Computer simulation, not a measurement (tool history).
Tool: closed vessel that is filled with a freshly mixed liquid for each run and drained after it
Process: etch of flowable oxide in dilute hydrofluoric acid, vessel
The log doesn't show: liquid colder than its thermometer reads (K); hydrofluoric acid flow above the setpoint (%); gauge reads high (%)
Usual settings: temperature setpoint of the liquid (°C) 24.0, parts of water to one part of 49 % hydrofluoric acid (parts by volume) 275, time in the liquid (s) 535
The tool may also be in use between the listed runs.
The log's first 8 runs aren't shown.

run,hour,temperature setpoint of the liquid (°C),parts of water to one part of 49 % hydrofluoric acid (parts by volume),time in the liquid (s),wafers since the last listed run,hours since the thermometer was replaced,hours since the hydrofluoric acid flow meter was replaced,hours since the gauge calibration,"read-back film thickness of the flowable oxide reference wafer, read on the same gauge (nm)",thickness taken off the flowable oxide on a monitor wafer (nm)
9,259.6,24.0,275,535,3030,70.9,63.8,579.4,49.97,50.15
10,271.9,24.0,275,535,1044,83.2,76.1,591.7,49.98,51.31
11,303.6,24.0,275,535,2690,114.9,107.8,623.4,50.03,51.41
# hour 342.9: gauge calibrated
12,400.0,24.0,275,535,8182,211.3,204.2,57.1,50.03,50.78
13,422.6,28.0,275,405,1918,233.9,226.8,79.7,50.01,44.01
14,435.4,24.0,140,690,1086,246.7,239.6,92.5,50.01,149.47
15,451.3,26.5,275,615,1349,262.6,255.5,108.4,49.99,64.68
16,534.4,24.0,350,535,7053,345.7,338.6,191.5,50.00,36.94
17,572.8,24.0,240,535,3259,384.1,377.0,229.9,50.01,60.30
18,596.2,27.5,275,240,1986,407.5,400.4,253.3,50.00,25.82
19,629.4,27.0,155,670,2818,440.7,433.6,286.5,50.01,146.17
20,646.8,25.5,355,250,1476,458.1,451.0,303.9,50.00,18.03
21,667.3,24.0,275,700,1740,478.6,471.5,324.4,49.97,66.92
22,707.8,21.5,215,240,3437,519.1,512.0,364.9,49.99,28.21
23,726.2,24.0,215,535,1561,537.5,530.4,383.3,49.97,69.14
24,744.0,24.0,275,535,1510,555.3,548.2,401.1,50.01,51.14
25,773.9,24.0,275,535,2538,585.2,578.1,431.0,49.99,50.99
26,794.5,22.5,195,355,1748,605.8,598.7,451.6,50.00,48.64
27,814.6,24.0,275,410,1706,625.9,618.8,471.7,49.99,38.94
28,837.2,24.0,275,535,1918,648.5,641.4,494.3,50.02,50.10
29,855.5,28.5,235,675,1553,666.8,659.7,512.6,49.99,91.99
30,882.4,24.0,275,535,2283,693.7,686.6,539.5,49.99,51.93

The next listed run, before its measurement:
31,898.6,29.0,275,360,1375,709.9,702.8,555.7,?,?

Run 31 gave read-back film thickness of the flowable oxide reference wafer, read on the same gauge (nm) 49.98, thickness taken off the flowable oxide on a monitor wafer (nm) 40.78.
Without the tool's hidden state the same run would have given thickness taken off the flowable oxide on a monitor wafer (nm) 40.78.
